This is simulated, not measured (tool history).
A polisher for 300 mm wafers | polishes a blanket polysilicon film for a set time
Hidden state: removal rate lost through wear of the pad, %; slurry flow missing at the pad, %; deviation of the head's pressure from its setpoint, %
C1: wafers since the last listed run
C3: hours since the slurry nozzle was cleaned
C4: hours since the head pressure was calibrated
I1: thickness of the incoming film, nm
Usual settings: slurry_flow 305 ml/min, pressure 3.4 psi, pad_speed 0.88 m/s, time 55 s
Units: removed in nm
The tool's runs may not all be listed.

Run 1, hour 0.0: usual settings; C1 0; wafers polished on this pad 348; C3 567.5; C4 422.1; I1 1382.6. Result: removed 397.6 nm.
Run 2, hour 18.5: usual settings; C1 236; wafers polished on this pad 584; C3 586.0; C4 440.6; I1 1376.0. Result: removed 372.6 nm.
At hour 24.7: worn pad replaced by a new one.
Run 3, hour 28.4: usual settings but slurry_flow 255 ml/min, time 48 s; C1 75; wafers polished on this pad 46; C3 595.9; C4 450.5; I1 1411.7. Result: removed 348.8 nm.
Run 4, hour 54.0: usual settings; C1 326; wafers polished on this pad 373; C3 621.5; C4 476.1; I1 1387.1. Result: removed 390.9 nm.
Run 5, hour 65.6: usual settings; C1 148; wafers polished on this pad 521; C3 633.1; C4 487.7; I1 1388.5. Result: removed 384.8 nm.
At hour 76.8: worn pad replaced by a new one.
Run 6, hour 77.3: usual settings; C1 98; wafers polished on this pad 6; C3 644.8; C4 499.4; I1 1400.2. Result: removed 405.1 nm.
At hour 81.6: slurry nozzle cleaned.
Run 7, hour 88.5: usual settings; C1 130; wafers polished on this pad 136; C3 6.9; C4 510.6; I1 1407.3. Result: removed 400.5 nm.
Run 8, hour 104.2: usual settings; C1 200; wafers polished on this pad 336; C3 22.6; C4 526.3; I1 1389.7. Result: removed 384.9 nm.
Run 9, hour 114.8: usual settings but pad_speed 1.00 m/s; C1 135; wafers polished on this pad 472; C3 33.2; C4 536.9; I1 1394.5. Result: removed 409.2 nm.
At hour 125.6: worn pad replaced by a new one.
Run 10, hour 129.0: usual settings but pad_speed 1.00 m/s; C1 130; wafers polished on this pad 43; C3 47.4; C4 551.1; I1 1404.4. Result: removed 445.9 nm.
At hour 132.6: head pressure recalibrated.
Run 11, hour 136.7: usual settings; C1 72; wafers polished on this pad 116; C3 55.1; C4 4.1; I1 1417.8. Result: removed 406.4 nm.
Run 12, hour 143.5: usual settings; C1 86; wafers polished on this pad 202; C3 61.9; C4 10.9; I1 1392.2. Result: removed 397.4 nm.
Run 13, hour 152.9: usual settings but pressure 2.4 psi, time 37 s; C1 119; wafers polished on this pad 322; C3 71.3; C4 20.3; I1 1365.9. Result: removed 183.9 nm.
Run 14, hour 159.4: usual settings but slurry_flow 400 ml/min, pressure 2.7 psi, pad_speed 0.96 m/s, time 50 s; C1 82; wafers polished on this pad 405; C3 77.8; C4 26.8; I1 1388.5. Result: removed 298.0 nm.
At hour 175.3: worn pad replaced by a new one.
Run 15, hour 175.8: usual settings; C1 158; wafers polished on this pad 5; C3 94.2; C4 43.2; I1 1406.8. Result: removed 417.7 nm.
Run 16, hour 188.8: usual settings but slurry_flow 230 ml/min; C1 165; wafers polished on this pad 171; C3 107.2; C4 56.2; I1 1398.3. Result: removed 388.4 nm.
Run 17, hour 196.0: usual settings but slurry_flow 215 ml/min, pressure 3.1 psi, pad_speed 1.00 m/s; C1 91; wafers polished on this pad 263; C3 114.4; C4 63.4; I1 1366.5. Result: removed 382.7 nm.
Run 18, hour 202.5: usual settings but pad_speed 0.62 m/s; C1 82; wafers polished on this pad 346; C3 120.9; C4 69.9; I1 1370.7. Result: removed 318.5 nm.
Run 19, hour 217.4: usual settings but pressure 4.4 psi, pad_speed 0.60 m/s; C1 190; wafers polished on this pad 536; C3 135.8; C4 84.8; I1 1408.4. Result: removed 399.9 nm.
At hour 227.7: worn pad replaced by a new one.
Run 20, hour 228.2: usual settings but slurry_flow 220 ml/min, time 40 s; C1 86; wafers polished on this pad 6; C3 146.6; C4 95.6; I1 1379.2. Result: removed 285.7 nm.

Forecast each of these 4 alternatives for the next run:
Run A, hour 228.6: usual settings but time 74 s; C1 5; wafers polished on this pad 12; C3 147.0; C4 96.0; I1 1386.5. Result: removed ?.
Run B, hour 228.6: usual settings but pressure 2.7 psi, pad_speed 1.18 m/s, time 36 s; C1 5; wafers polished on this pad 12; C3 147.0; C4 96.0; I1 1386.5. Result: removed ?.
Run C, hour 228.6: usual settings but slurry_flow 400 ml/min, pressure 2.4 psi, pad_speed 1.14 m/s; C1 5; wafers polished on this pad 12; C3 147.0; C4 96.0; I1 1386.5. Result: removed ?.
Run D, hour 228.6: usual settings but slurry_flow 260 ml/min, pressure 2.6 psi, pad_speed 1.02 m/s, time 63 s; C1 5; wafers polished on this pad 12; C3 147.0; C4 96.0; I1 1386.5. Result: removed ?.

run  removed
  A    559.5
  B    260.4
  C    353.5
  D    392.3
Without the tool's hidden state the same runs would have given:
run  removed
  A    566.7
  B    263.7
  C    358.0
  D    397.3
